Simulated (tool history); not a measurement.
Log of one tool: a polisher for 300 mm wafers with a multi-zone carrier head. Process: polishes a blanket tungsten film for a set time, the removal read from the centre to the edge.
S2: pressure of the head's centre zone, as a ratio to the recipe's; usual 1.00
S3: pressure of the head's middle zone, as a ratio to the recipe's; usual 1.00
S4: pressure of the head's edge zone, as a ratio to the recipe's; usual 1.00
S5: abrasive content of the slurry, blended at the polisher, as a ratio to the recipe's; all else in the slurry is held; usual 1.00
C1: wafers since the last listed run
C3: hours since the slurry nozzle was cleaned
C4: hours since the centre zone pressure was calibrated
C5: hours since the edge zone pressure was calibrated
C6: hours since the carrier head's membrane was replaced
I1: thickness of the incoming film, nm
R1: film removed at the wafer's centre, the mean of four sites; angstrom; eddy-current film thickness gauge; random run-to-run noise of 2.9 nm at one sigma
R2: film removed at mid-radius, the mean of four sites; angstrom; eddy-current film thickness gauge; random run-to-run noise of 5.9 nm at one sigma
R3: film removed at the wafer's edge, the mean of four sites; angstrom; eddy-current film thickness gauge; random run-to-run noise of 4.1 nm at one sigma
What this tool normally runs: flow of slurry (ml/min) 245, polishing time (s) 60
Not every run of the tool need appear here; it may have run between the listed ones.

{"run": 1, "hour": 0.0, "flow of slurry (ml/min)": 245, "S2": 1.0, "S3": 0.97, "S4": 1.0, "S5": 1.0, "polishing time (s)": 60, "C1": 0, "wafers polished on this pad": 180, "C3": 178.7, "C4": 453.7, "C5": 1028.7, "C6": 727.4, "I1": 1115.8, "R1": 3831, "R2": 3789, "R3": 3711}
{"hour": 83.9, "done": "slurry nozzle cleaned"}
{"run": 2, "hour": 92.3, "flow of slurry (ml/min)": 245, "S2": 1.08, "S3": 1.0, "S4": 1.0, "S5": 1.0, "polishing time (s)": 60, "C1": 914, "wafers polished on this pad": 1094, "C3": 8.4, "C4": 546.0, "C5": 1121.0, "C6": 819.7, "I1": 1123.2, "R1": 4034, "R2": 3819, "R3": 3674}
{"run": 3, "hour": 150.9, "flow of slurry (ml/min)": 245, "S2": 1.0, "S3": 1.0, "S4": 1.0, "S5": 1.0, "polishing time (s)": 60, "C1": 587, "wafers polished on this pad": 1681, "C3": 67.0, "C4": 604.6, "C5": 1179.6, "C6": 878.3, "I1": 1098.4, "R1": 3674, "R2": 3793, "R3": 3605}
{"hour": 188.8, "done": "worn pad replaced by a new one"}
{"run": 4, "hour": 242.6, "flow of slurry (ml/min)": 245, "S2": 1.0, "S3": 1.0, "S4": 1.0, "S5": 1.0, "polishing time (s)": 60, "C1": 878, "wafers polished on this pad": 538, "C3": 158.7, "C4": 696.3, "C5": 1271.3, "C6": 970.0, "I1": 1104.4, "R1": 3788, "R2": 3934, "R3": 3705}
{"run": 5, "hour": 314.2, "flow of slurry (ml/min)": 245, "S2": 1.0, "S3": 1.0, "S4": 1.0, "S5": 1.0, "polishing time (s)": 60, "C1": 717, "wafers polished on this pad": 1255, "C3": 230.3, "C4": 767.9, "C5": 1342.9, "C6": 1041.6, "I1": 1143.9, "R1": 3724, "R2": 3883, "R3": 3632}
{"hour": 332.5, "done": "slurry nozzle cleaned"}
{"hour": 340.4, "done": "centre zone pressure recalibrated"}
{"run": 6, "hour": 376.5, "flow of slurry (ml/min)": 245, "S2": 1.0, "S3": 1.0, "S4": 1.0, "S5": 1.0, "polishing time (s)": 60, "C1": 594, "wafers polished on this pad": 1849, "C3": 44.0, "C4": 36.1, "C5": 1405.2, "C6": 1103.9, "I1": 1121.8, "R1": 3662, "R2": 3801, "R3": 3591}
{"hour": 389.1, "done": "edge zone pressure recalibrated"}
{"hour": 394.7, "done": "worn pad replaced by a new one"}
{"run": 7, "hour": 455.0, "flow of slurry (ml/min)": 245, "S2": 1.0, "S3": 1.0, "S4": 1.0, "S5": 1.0, "polishing time (s)": 60, "C1": 726, "wafers polished on this pad": 604, "C3": 122.5, "C4": 114.6, "C5": 65.9, "C6": 1182.4, "I1": 1117.2, "R1": 3761, "R2": 3785, "R3": 3757}
{"hour": 494.3, "done": "carrier head's membrane replaced by a new one"}
{"run": 8, "hour": 545.2, "flow of slurry (ml/min)": 245, "S2": 1.0, "S3": 1.0, "S4": 1.0, "S5": 1.0, "polishing time (s)": 40, "C1": 853, "wafers polished on this pad": 1457, "C3": 212.7, "C4": 204.8, "C5": 156.1, "C6": 50.9, "I1": 1123.0, "R1": 2497, "R2": 2564, "R3": 2372}
{"hour": 561.2, "done": "slurry nozzle cleaned"}
{"run": 9, "hour": 594.3, "flow of slurry (ml/min)": 245, "S2": 1.08, "S3": 1.0, "S4": 1.0, "S5": 1.0, "polishing time (s)": 60, "C1": 481, "wafers polished on this pad": 1939, "C3": 33.1, "C4": 253.9, "C5": 205.2, "C6": 100.0, "I1": 1133.1, "R1": 3977, "R2": 3745, "R3": 3610}
{"hour": 640.5, "done": "worn pad replaced by a new one"}
{"run": 10, "hour": 690.7, "flow of slurry (ml/min)": 185, "S2": 0.9, "S3": 0.9, "S4": 1.0, "S5": 1.0, "polishing time (s)": 60, "C1": 925, "wafers polished on this pad": 503, "C3": 129.5, "C4": 350.3, "C5": 301.6, "C6": 196.4, "I1": 1094.9, "R1": 3283, "R2": 3471, "R3": 3562}
{"run": 11, "hour": 787.4, "flow of slurry (ml/min)": 315, "S2": 1.0, "S3": 1.0, "S4": 1.08, "S5": 1.0, "polishing time (s)": 60, "C1": 968, "wafers polished on this pad": 1472, "C3": 226.2, "C4": 447.0, "C5": 398.3, "C6": 293.1, "I1": 1125.6, "R1": 3752, "R2": 4000, "R3": 3838}
{"hour": 807.0, "done": "slurry nozzle cleaned"}
{"hour": 851.1, "done": "worn pad replaced by a new one"}
{"run": 12, "hour": 866.4, "flow of slurry (ml/min)": 245, "S2": 1.0, "S3": 1.09, "S4": 1.0, "S5": 1.0, "polishing time (s)": 42, "C1": 741, "wafers polished on this pad": 153, "C3": 59.4, "C4": 526.0, "C5": 477.3, "C6": 372.1, "I1": 1106.7, "R1": 2696, "R2": 3042, "R3": 2623}
{"run": 13, "hour": 935.6, "flow of slurry (ml/min)": 285, "S2": 1.0, "S3": 1.0, "S4": 1.0, "S5": 1.15, "polishing time (s)": 60, "C1": 693, "wafers polished on this pad": 846, "C3": 128.6, "C4": 595.2, "C5": 546.5, "C6": 441.3, "I1": 1095.4, "R1": 3971, "R2": 4117, "R3": 3885}
{"run": 14, "hour": 1040.5, "flow of slurry (ml/min)": 280, "S2": 0.95, "S3": 1.0, "S4": 1.0, "S5": 1.0, "polishing time (s)": 60, "C1": 1050, "wafers polished on this pad": 1897, "C3": 233.5, "C4": 700.1, "C5": 651.4, "C6": 546.2, "I1": 1142.9, "R1": 3520, "R2": 3813, "R3": 3667}
{"hour": 1053.9, "done": "slurry nozzle cleaned"}
{"hour": 1067.0, "done": "centre zone pressure recalibrated"}
{"hour": 1071.2, "done": "worn pad replaced by a new one"}
{"run": 15, "hour": 1084.2, "flow of slurry (ml/min)": 245, "S2": 1.0, "S3": 1.0, "S4": 1.0, "S5": 1.0, "polishing time (s)": 60, "C1": 367, "wafers polished on this pad": 130, "C3": 30.3, "C4": 17.2, "C5": 695.1, "C6": 589.9, "I1": 1110.1, "R1": 3823, "R2": 3944, "R3": 3774}

Predict each of these 5 candidate next runs independently; none follows another, all start after run 15:
{"run": "A", "hour": 1084.6, "flow of slurry (ml/min)": 245, "S2": 1.0, "S3": 1.0, "S4": 1.0, "S5": 0.85, "polishing time (s)": 60, "C1": 4, "wafers polished on this pad": 134, "C3": 30.7, "C4": 17.6, "C5": 695.5, "C6": 590.3, "I1": 1123.1, "R1": "?", "R2": "?", "R3": "?"}
{"run": "B", "hour": 1084.6, "flow of slurry (ml/min)": 165, "S2": 1.0, "S3": 0.95, "S4": 0.96, "S5": 1.0, "polishing time (s)": 49, "C1": 4, "wafers polished on this pad": 134, "C3": 30.7, "C4": 17.6, "C5": 695.5, "C6": 590.3, "I1": 1123.1, "R1": "?", "R2": "?", "R3": "?"}
{"run": "C", "hour": 1084.6, "flow of slurry (ml/min)": 325, "S2": 1.08, "S3": 1.0, "S4": 1.0, "S5": 1.0, "polishing time (s)": 60, "C1": 4, "wafers polished on this pad": 134, "C3": 30.7, "C4": 17.6, "C5": 695.5, "C6": 590.3, "I1": 1123.1, "R1": "?", "R2": "?", "R3": "?"}
{"run": "D", "hour": 1084.6, "flow of slurry (ml/min)": 245, "S2": 1.0, "S3": 0.95, "S4": 1.0, "S5": 1.0, "polishing time (s)": 60, "C1": 4, "wafers polished on this pad": 134, "C3": 30.7, "C4": 17.6, "C5": 695.5, "C6": 590.3, "I1": 1123.1, "R1": "?", "R2": "?", "R3": "?"}
{"run": "E", "hour": 1084.6, "flow of slurry (ml/min)": 205, "S2": 1.0, "S3": 1.11, "S4": 1.0, "S5": 0.7, "polishing time (s)": 74, "C1": 4, "wafers polished on this pad": 134, "C3": 30.7, "C4": 17.6, "C5": 695.5, "C6": 590.3, "I1": 1123.1, "R1": "?", "R2": "?", "R3": "?"}

run=A R1=3644 R2=3796 R3=3607
run=B R1=2971 R2=2980 R3=2931
run=C R1=4227 R2=4063 R3=3839
run=D R1=3807 R2=3800 R3=3772
run=E R1=4181 R2=4767 R3=4156
With no hidden state in the tool, these same runs would have given:
run=A R1=3674 R2=3828 R3=3637
run=B R1=2996 R2=3005 R3=2956
run=C R1=4263 R2=4097 R3=3871
run=D R1=3839 R2=3832 R3=3804
run=E R1=4217 R2=4807 R3=4191
